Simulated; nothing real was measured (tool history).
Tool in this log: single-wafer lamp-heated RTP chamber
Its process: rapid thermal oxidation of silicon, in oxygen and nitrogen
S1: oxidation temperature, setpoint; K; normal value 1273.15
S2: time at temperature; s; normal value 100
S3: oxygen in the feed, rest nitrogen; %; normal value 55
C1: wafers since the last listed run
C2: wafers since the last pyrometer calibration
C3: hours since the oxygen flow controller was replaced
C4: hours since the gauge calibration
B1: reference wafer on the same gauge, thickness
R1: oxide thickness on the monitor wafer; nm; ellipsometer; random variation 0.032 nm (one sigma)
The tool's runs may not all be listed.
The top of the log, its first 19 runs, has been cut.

run 20 hour=1451.2 | S1=1273.15 S2=67 S3=55 | C1=692 C2=2600 C3=5463.3 C4=1155.1 | B1=5.674 | R1=5.327
-- hour=1510 oxygen flow controller replaced
run 21 hour=1543.3 | S1=1292.15 S2=131 S3=55 | C1=597 C2=3198 C3=33.3 C4=1247.2 | B1=5.682 | R1=8.206
-- hour=1556.2 gauge calibrated
run 22 hour=1617 | S1=1273.15 S2=100 S3=55 | C1=523 C2=3722 C3=107 C4=60.8 | B1=5.681 | R1=6.413
run 23 hour=1707.4 | S1=1273.15 S2=100 S3=75 | C1=642 C2=4364 C3=197.4 C4=151.2 | B1=5.681 | R1=7.175
-- hour=1759.4 pyrometer window cleaned and pyrometer calibrated
run 24 hour=1759.9 | S1=1273.15 S2=100 S3=55 | C1=316 C2=3 C3=249.9 C4=203.7 | B1=5.673 | R1=6.233
run 25 hour=1856.5 | S1=1292.15 S2=131 S3=55 | C1=686 C2=690 C3=346.5 C4=300.3 | B1=5.682 | R1=8.096
run 26 hour=1924.5 | S1=1273.15 S2=147 S3=55 | C1=483 C2=1173 C3=414.5 C4=368.3 | B1=5.682 | R1=7.342
run 27 hour=2028.5 | S1=1273.15 S2=100 S3=55 | C1=739 C2=1912 C3=518.5 C4=472.3 | B1=5.684 | R1=6.218
run 28 hour=2087.4 | S1=1273.15 S2=100 S3=38 | C1=418 C2=2331 C3=577.4 C4=531.2 | B1=5.678 | R1=5.518
run 29 hour=2149.7 | S1=1301.15 S2=79 S3=36 | C1=442 C2=2773 C3=639.7 C4=593.5 | B1=5.69 | R1=6.042
run 30 hour=2252.9 | S1=1303.15 S2=100 S3=80 | C1=733 C2=3507 C3=742.9 C4=696.7 | B1=5.679 | R1=9.065
-- hour=2331.2 pyrometer window cleaned and pyrometer calibrated
run 31 hour=2340.1 | S1=1273.15 S2=149 S3=55 | C1=562 C2=63 C3=830.1 C4=783.9 | B1=5.692 | R1=7.409
run 32 hour=2399.3 | S1=1250.15 S2=52 S3=55 | C1=420 C2=484 C3=889.3 C4=843.1 | B1=5.677 | R1=4.012
run 33 hour=2452.2 | S1=1281.15 S2=100 S3=42 | C1=375 C2=860 C3=942.2 C4=896 | B1=5.688 | R1=6.036

Each row is a separate what-if for the run after 33, all from the same tool condition, not one after another. Results?
run A hour=2452.7 | S1=1273.15 S2=100 S3=55 | C1=3 C2=863 C3=942.7 C4=896.5 | B1=? | R1=?
run B hour=2452.7 | S1=1294.15 S2=73 S3=40 | C1=3 C2=863 C3=942.7 C4=896.5 | B1=? | R1=?
run C hour=2452.7 | S1=1298.15 S2=51 S3=55 | C1=3 C2=863 C3=942.7 C4=896.5 | B1=? | R1=?

run=A B1=5.689 R1=6.205
run=B B1=5.689 R1=5.62
run=C B1=5.689 R1=5.518
What these runs would have given with no unlogged condition in the tool:
run=A R1=6.186
run=B R1=5.604
run=C R1=5.502
